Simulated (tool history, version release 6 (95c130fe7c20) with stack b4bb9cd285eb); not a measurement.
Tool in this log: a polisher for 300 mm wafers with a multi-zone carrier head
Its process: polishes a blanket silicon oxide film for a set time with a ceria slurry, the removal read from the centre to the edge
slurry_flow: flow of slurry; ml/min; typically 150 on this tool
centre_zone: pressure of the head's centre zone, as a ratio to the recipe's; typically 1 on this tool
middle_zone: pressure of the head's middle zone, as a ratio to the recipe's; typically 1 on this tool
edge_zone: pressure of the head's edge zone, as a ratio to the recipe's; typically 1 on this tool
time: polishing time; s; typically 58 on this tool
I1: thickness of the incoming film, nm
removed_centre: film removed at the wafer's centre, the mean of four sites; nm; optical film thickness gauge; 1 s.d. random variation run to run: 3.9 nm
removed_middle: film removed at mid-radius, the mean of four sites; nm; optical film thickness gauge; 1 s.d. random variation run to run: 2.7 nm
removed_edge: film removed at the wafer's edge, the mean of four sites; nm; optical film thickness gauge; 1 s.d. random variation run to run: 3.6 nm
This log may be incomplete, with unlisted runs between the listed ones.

Run 1, day 0: usual settings but middle_zone 1.06; I1 1833.1. Result: removed_centre 234.6 nm, removed_middle 265.7 nm, removed_edge 255.6 nm.
At day 1.329: slurry nozzle cleaned.
Run 2, day 3.754: usual settings but slurry_flow 180 ml/min, centre_zone 1.09; I1 1822.7. Result: removed_centre 296.3 nm, removed_middle 285 nm, removed_edge 275.4 nm.
Run 3, day 7.933: usual settings; I1 1808.7. Result: removed_centre 249.8 nm, removed_middle 269.1 nm, removed_edge 259.1 nm.
At day 12.483: centre zone pressure recalibrated.
Run 4, day 12.55: usual settings; I1 1791.3. Result: removed_centre 243.7 nm, removed_middle 260.3 nm, removed_edge 261.9 nm.
Run 5, day 16.438: usual settings but slurry_flow 195 ml/min, edge_zone 0.96; I1 1804.2. Result: removed_centre 262.7 nm, removed_middle 273.8 nm, removed_edge 265.8 nm.
Run 6, day 19.925: usual settings but slurry_flow 170 ml/min, centre_zone 1.07, edge_zone 0.96, time 40 s; I1 1778.3. Result: removed_centre 185 nm, removed_middle 177.4 nm, removed_edge 176.8 nm.
At day 23.092: edge zone pressure recalibrated.
Run 7, day 23.858: usual settings but slurry_flow 190 ml/min, centre_zone 0.95, middle_zone 0.92; I1 1815.2. Result: removed_centre 243.7 nm, removed_middle 249.7 nm, removed_edge 257.7 nm.
At day 25.275: worn pad replaced by a new one.
Run 8, day 27.688: usual settings but slurry_flow 175 ml/min, centre_zone 0.9, middle_zone 0.95; I1 1778. Result: removed_centre 217.1 nm, removed_middle 251.4 nm, removed_edge 260.5 nm.
Run 9, day 31.729: usual settings but centre_zone 0.9, middle_zone 1.11, edge_zone 1.07, time 72 s; I1 1848.1. Result: removed_centre 261.8 nm, removed_middle 336 nm, removed_edge 326.9 nm.
At day 34.633: slurry nozzle cleaned.
Run 10, day 36.104: usual settings; I1 1823.9. Result: removed_centre 264.1 nm, removed_middle 280.7 nm, removed_edge 269.1 nm.
Run 11, day 37.733: usual settings but slurry_flow 125 ml/min; I1 1823.8. Result: removed_centre 252.8 nm, removed_middle 263.8 nm, removed_edge 267.8 nm.
Run 12, day 39.929: usual settings; I1 1822.7. Result: removed_centre 256.9 nm, removed_middle 269.9 nm, removed_edge 267.8 nm.
Run 13, day 43.033: usual settings but edge_zone 1.09; I1 1821.2. Result: removed_centre 250.5 nm, removed_middle 265.8 nm, removed_edge 274 nm.
Run 14, day 45.008: usual settings but centre_zone 0.95, time 73 s; I1 1785.1. Result: removed_centre 304.6 nm, removed_middle 335.9 nm, removed_edge 328.6 nm.
Run 15, day 47.296: usual settings but centre_zone 1.1; I1 1833.2. Result: removed_centre 272.1 nm, removed_middle 263.2 nm, removed_edge 268.1 nm.
At day 48.858: centre zone pressure recalibrated.
Run 16, day 51.5: usual settings but slurry_flow 120 ml/min, centre_zone 0.94, edge_zone 1.08, time 68 s; I1 1800.6. Result: removed_centre 251.2 nm, removed_middle 288.2 nm, removed_edge 311 nm.
At day 52.138: edge zone pressure recalibrated.
At day 52.217: worn pad replaced by a new one.
At day 53.079: carrier head's membrane replaced by a new one.
Run 17, day 55.754: usual settings but slurry_flow 175 ml/min, centre_zone 0.9; I1 1810.5. Result: removed_centre 228.5 nm, removed_middle 269.4 nm, removed_edge 263.4 nm.
Run 18, day 59.362: usual settings but centre_zone 0.9, time 40 s; I1 1816.8. Result: removed_centre 153.4 nm, removed_middle 176.9 nm, removed_edge 177.6 nm.

Forecast run 19:
At day 61.267: slurry nozzle cleaned.
Run 19, day 62.825: usual settings; I1 1822.9. Result: removed_centre ?, removed_middle ?, removed_edge ?.

{"run 19": {"removed_centre": 273, "removed_middle": 279.1, "removed_edge": 272.6}}
Were there no unlogged condition in the tool, this run, its random variation unchanged, would have produced removed_centre 278.9 nm, removed_middle 284.5 nm, removed_edge 276.4 nm.

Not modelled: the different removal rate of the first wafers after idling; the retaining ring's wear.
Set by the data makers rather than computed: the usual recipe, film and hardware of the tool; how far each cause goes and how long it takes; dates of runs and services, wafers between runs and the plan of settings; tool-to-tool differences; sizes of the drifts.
